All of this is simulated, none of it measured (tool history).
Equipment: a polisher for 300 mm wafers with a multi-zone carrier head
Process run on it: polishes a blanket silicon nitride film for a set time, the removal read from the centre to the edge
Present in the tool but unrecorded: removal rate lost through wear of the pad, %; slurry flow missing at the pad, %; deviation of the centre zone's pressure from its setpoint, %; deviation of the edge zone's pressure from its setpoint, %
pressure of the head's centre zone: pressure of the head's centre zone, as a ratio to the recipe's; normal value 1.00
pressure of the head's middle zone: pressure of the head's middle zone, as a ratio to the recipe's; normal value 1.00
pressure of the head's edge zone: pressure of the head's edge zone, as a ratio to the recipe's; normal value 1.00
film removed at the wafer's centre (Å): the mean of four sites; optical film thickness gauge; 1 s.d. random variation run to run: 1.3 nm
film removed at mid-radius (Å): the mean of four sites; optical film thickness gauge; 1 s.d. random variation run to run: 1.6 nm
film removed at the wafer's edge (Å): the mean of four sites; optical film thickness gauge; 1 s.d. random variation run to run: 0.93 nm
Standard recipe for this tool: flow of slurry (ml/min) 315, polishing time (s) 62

run   hour  flow of slurry (ml/min)  pressure of the head's centre zone  pressure of the head's middle zone  pressure of the head's edge zone  polishing time (s)  wafers since the last listed run  wafers polished on this pad  hours since the slurry nozzle was cleaned  hours since the centre zone pressure was calibrated  hours since the edge zone pressure was calibrated  hours since the carrier head's membrane was replaced  incoming thickness of the incoming film, nm  film removed at the wafer's centre (Å)  film removed at mid-radius (Å)  film removed at the wafer's edge (Å)
  1    0.0                      315                                1.00                                1.00                              1.00                  62                                 0                            9                                       71.3                                                475.1                                             1183.6                                                 799.1                                        569.4                                    1110                            1103                                  1089
  2   30.5                      315                                0.91                                1.00                              1.00                  62                               393                          402                                      101.8                                                505.6                                             1214.1                                                 829.6                                        567.7                                     993                            1077                                  1088
  3   57.3                      315                                1.04                                1.00                              1.00                  54                               345                          748                                      128.6                                                532.4                                             1240.9                                                 856.4                                        559.7                                     978                             966                                   954
  4   69.9                      315                                1.00                                1.05                              1.00                  62                               162                          911                                      141.2                                                545.0                                             1253.5                                                 869.0                                        564.3                                    1091                            1141                                  1105
      84.4  -- worn pad replaced by a new one
  5   87.9                      315                                1.00                                1.00                              1.00                  47                               180                           45                                      159.2                                                563.0                                             1271.5                                                 887.0                                        563.6                                     809                             803                                   834
  6  107.6                      315                                1.00                                1.00                              1.00                  47                               254                          300                                      178.9                                                582.7                                             1291.2                                                 906.7                                        573.2                                     810                             849                                   834
  7  139.4                      315                                1.00                                1.00                              1.00                  62                               410                          710                                      210.7                                                614.5                                             1323.0                                                 938.5                                        561.0                                    1107                            1097                                  1099
     162.9  -- worn pad replaced by a new one
  8  168.9                      315                                1.00                                1.00                              1.00                  62                               329                           77                                      240.2                                                644.0                                             1352.5                                                 968.0                                        572.5                                    1081                            1091                                  1095
     171.3  -- centre zone pressure recalibrated
     188.6  -- carrier head's membrane replaced by a new one
  9  192.2                      315                                1.00                                1.00                              1.00                  62                               210                          287                                      263.5                                                 20.9                                             1375.8                                                   3.6                                        559.8                                    1072                            1084                                  1111
 10  224.9                      315                                1.00                                1.00                              0.95                  62                               422                          710                                      296.2                                                 53.6                                             1408.5                                                  36.3                                        569.0                                    1114                            1102                                  1074
     248.7  -- worn pad replaced by a new one
 11  249.2                      315                                0.97                                1.00                              0.90                  62                               262                            6                                      320.5                                                 77.9                                             1432.8                                                  60.6                                        570.6                                    1065                            1077                                  1046
 12  263.5                      315                                1.00                                0.93                              1.00                  62                               184                          191                                      334.8                                                 92.2                                             1447.1                                                  74.9                                        565.9                                    1095                            1043                                  1103
 13  275.6                      250                                1.05                                1.00                              1.00                  54                               156                          347                                      346.9                                                104.3                                             1459.2                                                  87.0                                        560.7                                     958                             921                                   935
     283.7  -- edge zone pressure recalibrated
     301.9  -- slurry nozzle cleaned
     325.4  -- worn pad replaced by a new one
 14  335.3                      315                                1.00                                1.00                              1.00                  62                               680                          127                                       33.4                                                164.0                                               51.6                                                 146.7                                        563.9                                    1085                            1104                                  1113
 15  350.8                      315                                1.00                                1.00                              1.00                  62                               200                          327                                       48.9                                                179.5                                               67.1                                                 162.2                                        564.4                                    1108                            1105                                  1110
 16  374.7                      315                                1.00                                0.96                              1.00                  62                               308                          636                                       72.8                                                203.4                                               91.0                                                 186.1                                        581.4                                    1085                            1068                                  1100
 17  390.0                      315                                1.00                                1.00                              1.00                  62                               197                          833                                       88.1                                                218.7                                              106.3                                                 201.4                                        575.0                                    1100                            1084                                  1092
 18  402.6                      315                                1.00                                1.00                              0.90                  62                               162                          996                                      100.7                                                231.3                                              118.9                                                 214.0                                        581.9                                    1088                            1080                                  1041
     411.0  -- worn pad replaced by a new one
 19  437.3                      315                                1.00                                1.00                              1.00                  62                               396                          339                                      135.4                                                266.0                                              153.6                                                 248.7                                        572.0                                    1084                            1110                                  1104

State the hidden condition of the tool at each of the runs:
removal rate lost through wear of the pad, %: 0 on each run
slurry flow missing at the pad, %: 0 on each run
deviation of the centre zone's pressure from its setpoint, %: 0 on each run
deviation of the edge zone's pressure from its setpoint, %: 0 on each run
